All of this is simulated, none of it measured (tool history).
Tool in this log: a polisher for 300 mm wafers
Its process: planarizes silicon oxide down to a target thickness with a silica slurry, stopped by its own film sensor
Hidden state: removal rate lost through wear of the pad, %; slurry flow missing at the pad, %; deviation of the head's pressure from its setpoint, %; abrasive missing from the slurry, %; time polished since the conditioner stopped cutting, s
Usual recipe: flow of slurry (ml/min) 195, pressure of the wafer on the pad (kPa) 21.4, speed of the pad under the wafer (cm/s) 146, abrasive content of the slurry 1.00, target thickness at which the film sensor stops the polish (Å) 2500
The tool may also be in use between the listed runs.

run,hour,flow of slurry (ml/min),pressure of the wafer on the pad (kPa),speed of the pad under the wafer (cm/s),abrasive content of the slurry,target thickness at which the film sensor stops the polish (Å),wafers since the last listed run,wafers polished on this pad,hours since the slurry nozzle was cleaned,hours since the head pressure was calibrated,hours since the slurry blender was calibrated,hours since the conditioning disc was replaced,"incoming thickness of the incoming film, nm",time until the film sensor stopped the polish (s)
1,0.0,195,21.4,146,1.00,2500,0,1129,459.8,0.6,303.5,19.8,584.6,111.9
# hour 8.0: worn pad replaced by a new one
2,13.4,195,21.4,146,1.00,2500,101,58,473.2,14.0,316.9,33.2,577.7,112.1
3,23.3,195,21.4,146,1.00,2500,106,164,483.1,23.9,326.8,43.1,574.0,110.2
4,36.0,195,21.4,146,1.00,2500,136,301,495.8,36.6,339.5,55.8,579.3,112.7
5,49.6,195,21.4,146,1.00,2500,146,448,509.4,50.2,353.1,69.4,586.9,117.4
6,63.7,195,21.4,192,1.00,1760,151,600,523.5,64.3,367.2,83.5,586.0,114.5
7,74.3,195,21.4,146,1.00,1550,114,714,534.1,74.9,377.8,94.1,590.3,150.2
8,81.9,195,21.4,146,1.00,2500,81,796,541.7,82.5,385.4,101.7,570.5,110.7
# hour 89.2: slurry blender recalibrated
9,99.3,195,15.2,166,1.25,1680,165,962,559.1,99.9,10.1,119.1,573.0,159.7
# hour 103.0: conditioning disc replaced and pad reconditioned
10,105.7,195,21.4,146,1.00,2500,47,1009,565.5,106.3,16.5,2.7,579.5,114.0
# hour 111.6: worn pad replaced by a new one
11,120.6,195,19.3,146,0.75,2500,117,96,580.4,121.2,31.4,17.6,575.1,142.0
12,136.5,245,19.3,186,1.10,2500,171,268,596.3,137.1,47.3,33.5,581.7,100.4
13,143.6,245,21.4,146,1.10,2500,76,344,603.4,144.2,54.4,40.6,575.6,106.8
14,150.5,195,21.4,146,1.00,2500,74,419,610.3,151.1,61.3,47.5,571.9,112.4
15,163.2,255,21.4,146,1.00,2500,136,555,623.0,163.8,74.0,60.2,589.6,115.0
# hour 171.3: slurry nozzle cleaned
16,177.2,195,21.4,146,1.00,2500,140,695,5.9,177.8,88.0,74.2,576.6,114.7
17,191.1,195,21.4,146,1.00,2500,149,845,19.8,191.7,101.9,88.1,582.5,117.6
18,203.1,140,18.6,146,1.00,2500,129,974,31.8,203.7,113.9,100.1,572.2,132.9
19,213.5,135,17.2,182,1.15,2500,112,1087,42.2,214.1,124.3,110.5,567.4,114.7
# hour 223.0: worn pad replaced by a new one
20,226.3,165,21.4,94,1.00,2500,94,35,55.0,226.9,137.1,123.3,578.2,168.1
21,236.3,195,21.4,146,1.00,2500,107,143,65.0,236.9,147.1,133.3,586.5,119.4
# hour 244.9: conditioning disc replaced and pad reconditioned
22,245.4,195,21.4,146,1.00,2500,76,219,74.1,246.0,156.2,0.5,590.6,121.1
23,259.8,165,21.4,146,1.15,2500,155,375,88.5,260.4,170.6,14.9,592.0,117.7
24,272.1,195,21.4,132,1.00,2500,132,507,100.8,272.7,182.9,27.2,580.0,128.7
25,279.5,130,15.2,192,1.00,3280,79,587,108.2,280.1,190.3,34.6,587.0,104.3

For each entry between runs, how does the tool's hidden state at the last listed run before it compare with that at the first listed run after it?
In the gap between runs 1 and 2: worn pad replaced by a new one (hour 8.0)
  deviation of the head's pressure from its setpoint, %: -0.661 -> -1.03
  measured minus no-state result, time until the film sensor stopped the polish (s): +0.7 -> +1.0
In the gap between runs 8 and 9: slurry blender recalibrated (hour 89.2)
  deviation of the head's pressure from its setpoint, %: -2.71 -> -3.07
  measured minus no-state result, time until the film sensor stopped the polish (s): +2.8 -> +4.5
In the gap between runs 9 and 10: conditioning disc replaced and pad reconditioned (hour 103.0)
  deviation of the head's pressure from its setpoint, %: -3.07 -> -3.2
  measured minus no-state result, time until the film sensor stopped the polish (s): +4.5 -> +3.3
In the gap between runs 10 and 11: worn pad replaced by a new one (hour 111.6)
  deviation of the head's pressure from its setpoint, %: -3.2 -> -3.5
  measured minus no-state result, time until the film sensor stopped the polish (s): +3.3 -> +4.5
In the gap between runs 15 and 16: slurry nozzle cleaned (hour 171.3)
  deviation of the head's pressure from its setpoint, %: -4.26 -> -4.49
  measured minus no-state result, time until the film sensor stopped the polish (s): +4.6 -> +4.7
In the gap between runs 19 and 20: worn pad replaced by a new one (hour 223.0)
  deviation of the head's pressure from its setpoint, %: -5.03 -> -5.21
  measured minus no-state result, time until the film sensor stopped the polish (s): +5.3 -> +8.1
In the gap between runs 21 and 22: conditioning disc replaced and pad reconditioned (hour 244.9)
  deviation of the head's pressure from its setpoint, %: -5.34 -> -5.46
  measured minus no-state result, time until the film sensor stopped the polish (s): +5.9 -> +6.1
